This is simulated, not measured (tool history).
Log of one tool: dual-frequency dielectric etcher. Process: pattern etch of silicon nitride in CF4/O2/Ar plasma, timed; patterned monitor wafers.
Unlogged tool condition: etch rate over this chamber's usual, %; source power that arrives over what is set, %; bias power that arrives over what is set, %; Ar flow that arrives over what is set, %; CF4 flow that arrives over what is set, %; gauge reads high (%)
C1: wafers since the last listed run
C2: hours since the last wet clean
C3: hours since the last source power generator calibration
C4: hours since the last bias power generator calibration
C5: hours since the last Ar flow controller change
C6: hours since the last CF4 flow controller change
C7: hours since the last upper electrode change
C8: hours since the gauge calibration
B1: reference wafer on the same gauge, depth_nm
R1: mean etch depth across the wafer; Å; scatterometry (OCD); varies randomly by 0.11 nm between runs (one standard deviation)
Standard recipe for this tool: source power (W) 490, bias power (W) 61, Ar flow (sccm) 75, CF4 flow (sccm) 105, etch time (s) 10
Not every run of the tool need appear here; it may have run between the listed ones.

run 1 hour=0 | source_power_(W)=450 bias_power_(W)=47 Ar_flow_(sccm)=60 CF4_flow_(sccm)=105 etch_time_(s)=12 | C1=0 C2=463 C3=3110.6 C4=1661.2 C5=246.9 C6=189.5 C7=249.7 C8=293.2 | B1=15.4 | R1=177.8
run 2 hour=48.3 | source_power_(W)=490 bias_power_(W)=61 Ar_flow_(sccm)=75 CF4_flow_(sccm)=105 etch_time_(s)=10 | C1=488 C2=511.3 C3=3158.9 C4=1709.5 C5=295.2 C6=237.8 C7=298 C8=341.5 | B1=15.35 | R1=183
-- hour=96 wet clean of the chamber
run 3 hour=153.8 | source_power_(W)=440 bias_power_(W)=70 Ar_flow_(sccm)=75 CF4_flow_(sccm)=105 etch_time_(s)=10 | C1=824 C2=57.8 C3=3264.4 C4=1815 C5=400.7 C6=343.3 C7=403.5 C8=447 | B1=15.4 | R1=178.4
run 4 hour=219.9 | source_power_(W)=490 bias_power_(W)=61 Ar_flow_(sccm)=75 CF4_flow_(sccm)=97 etch_time_(s)=10 | C1=668 C2=123.9 C3=3330.5 C4=1881.1 C5=466.8 C6=409.4 C7=469.6 C8=513.1 | B1=15.47 | R1=184.1
run 5 hour=255.7 | source_power_(W)=430 bias_power_(W)=61 Ar_flow_(sccm)=61 CF4_flow_(sccm)=89 etch_time_(s)=11.5 | C1=362 C2=159.7 C3=3366.3 C4=1916.9 C5=502.6 C6=445.2 C7=505.4 C8=548.9 | B1=15.46 | R1=187.3
run 6 hour=293.3 | source_power_(W)=450 bias_power_(W)=61 Ar_flow_(sccm)=75 CF4_flow_(sccm)=105 etch_time_(s)=10 | C1=380 C2=197.3 C3=3403.9 C4=1954.5 C5=540.2 C6=482.8 C7=543 C8=586.5 | B1=15.46 | R1=171.9
-- hour=298.9 source power generator calibrated
run 7 hour=343.3 | source_power_(W)=490 bias_power_(W)=61 Ar_flow_(sccm)=75 CF4_flow_(sccm)=105 etch_time_(s)=10 | C1=465 C2=247.3 C3=44.4 C4=2004.5 C5=590.2 C6=532.8 C7=593 C8=636.5 | B1=15.5 | R1=187.3
run 8 hour=503 | source_power_(W)=490 bias_power_(W)=61 Ar_flow_(sccm)=81 CF4_flow_(sccm)=105 etch_time_(s)=10 | C1=1615 C2=407 C3=204.1 C4=2164.2 C5=749.9 C6=692.5 C7=752.7 C8=796.2 | B1=15.52 | R1=186.8
run 9 hour=565.5 | source_power_(W)=490 bias_power_(W)=61 Ar_flow_(sccm)=75 CF4_flow_(sccm)=105 etch_time_(s)=10 | C1=632 C2=469.5 C3=266.6 C4=2226.7 C5=812.4 C6=755 C7=815.2 C8=858.7 | B1=15.62 | R1=186.2
run 10 hour=598.3 | source_power_(W)=450 bias_power_(W)=61 Ar_flow_(sccm)=87 CF4_flow_(sccm)=130 etch_time_(s)=10 | C1=331 C2=502.3 C3=299.4 C4=2259.5 C5=845.2 C6=787.8 C7=848 C8=891.5 | B1=15.64 | R1=174.1
-- hour=628.6 bias power generator calibrated
-- hour=648 wet clean of the chamber
run 11 hour=648.5 | source_power_(W)=490 bias_power_(W)=61 Ar_flow_(sccm)=75 CF4_flow_(sccm)=105 etch_time_(s)=10 | C1=271 C2=0.5 C3=349.6 C4=19.9 C5=895.4 C6=838 C7=898.2 C8=941.7 | B1=15.65 | R1=187.4
run 12 hour=677.5 | source_power_(W)=490 bias_power_(W)=61 Ar_flow_(sccm)=66 CF4_flow_(sccm)=83 etch_time_(s)=10 | C1=293 C2=29.5 C3=378.6 C4=48.9 C5=924.4 C6=867 C7=927.2 C8=970.7 | B1=15.63 | R1=187.5
run 13 hour=874.7 | source_power_(W)=410 bias_power_(W)=46 Ar_flow_(sccm)=75 CF4_flow_(sccm)=115 etch_time_(s)=10 | C1=1994 C2=226.7 C3=575.8 C4=246.1 C5=1121.6 C6=1064.2 C7=1124.4 C8=1167.9 | B1=15.82 | R1=137.1
run 14 hour=932.1 | source_power_(W)=540 bias_power_(W)=61 Ar_flow_(sccm)=75 CF4_flow_(sccm)=105 etch_time_(s)=13 | C1=580 C2=284.1 C3=633.2 C4=303.5 C5=1179 C6=1121.6 C7=1181.8 C8=1225.3 | B1=15.83 | R1=270.1
run 15 hour=998.2 | source_power_(W)=490 bias_power_(W)=54 Ar_flow_(sccm)=75 CF4_flow_(sccm)=105 etch_time_(s)=10 | C1=668 C2=350.2 C3=699.3 C4=369.6 C5=1245.1 C6=1187.7 C7=1247.9 C8=1291.4 | B1=15.86 | R1=177.5
run 16 hour=1048.6 | source_power_(W)=490 bias_power_(W)=73 Ar_flow_(sccm)=89 CF4_flow_(sccm)=105 etch_time_(s)=10 | C1=509 C2=400.6 C3=749.7 C4=420 C5=1295.5 C6=1238.1 C7=1298.3 C8=1341.8 | B1=15.92 | R1=207.6
-- hour=1100.4 wet clean of the chamber
run 17 hour=1100.9 | source_power_(W)=560 bias_power_(W)=61 Ar_flow_(sccm)=56 CF4_flow_(sccm)=96 etch_time_(s)=8 | C1=286 C2=0.5 C3=802 C4=472.3 C5=1347.8 C6=1290.4 C7=1350.6 C8=1394.1 | B1=15.91 | R1=175.4
run 18 hour=1163.9 | source_power_(W)=490 bias_power_(W)=61 Ar_flow_(sccm)=61 CF4_flow_(sccm)=112 etch_time_(s)=12 | C1=637 C2=63.5 C3=865 C4=535.3 C5=1410.8 C6=1353.4 C7=1413.6 C8=1457.1 | B1=16.02 | R1=234.5
-- hour=1215.8 gauge calibrated
run 19 hour=1233.9 | source_power_(W)=490 bias_power_(W)=61 Ar_flow_(sccm)=75 CF4_flow_(sccm)=92 etch_time_(s)=7 | C1=707 C2=133.5 C3=935 C4=605.3 C5=1480.8 C6=1423.4 C7=1483.6 C8=18.1 | B1=15.45 | R1=129.3
run 20 hour=1268 | source_power_(W)=490 bias_power_(W)=61 Ar_flow_(sccm)=75 CF4_flow_(sccm)=130 etch_time_(s)=10 | C1=344 C2=167.6 C3=969.1 C4=639.4 C5=1514.9 C6=1457.5 C7=1517.7 C8=52.2 | B1=15.4 | R1=188.3

Exercise: give the hidden state of the tool at every run:
etch rate over this chamber's usual, %: 0 across all the runs
source power that arrives over what is set, %: 0 across all the runs
bias power that arrives over what is set, %: 0 across all the runs
Ar flow that arrives over what is set, %: 0 across all the runs
CF4 flow that arrives over what is set, %: 0 across all the runs
H1: gauge reads high (%)
run=1 H1=-0.0536
run=2 H1=0.00691
run=3 H1=0.171
run=4 H1=0.296
run=5 H1=0.371
run=6 H1=0.456
run=7 H1=0.576
run=8 H1=1.03
run=9 H1=1.23
run=10 H1=1.35
run=11 H1=1.53
run=12 H1=1.64
run=13 H1=2.47
run=14 H1=2.74
run=15 H1=3.07
run=16 H1=3.33
run=17 H1=3.61
run=18 H1=3.97
run=19 H1=0.0736
run=20 H1=0.0783

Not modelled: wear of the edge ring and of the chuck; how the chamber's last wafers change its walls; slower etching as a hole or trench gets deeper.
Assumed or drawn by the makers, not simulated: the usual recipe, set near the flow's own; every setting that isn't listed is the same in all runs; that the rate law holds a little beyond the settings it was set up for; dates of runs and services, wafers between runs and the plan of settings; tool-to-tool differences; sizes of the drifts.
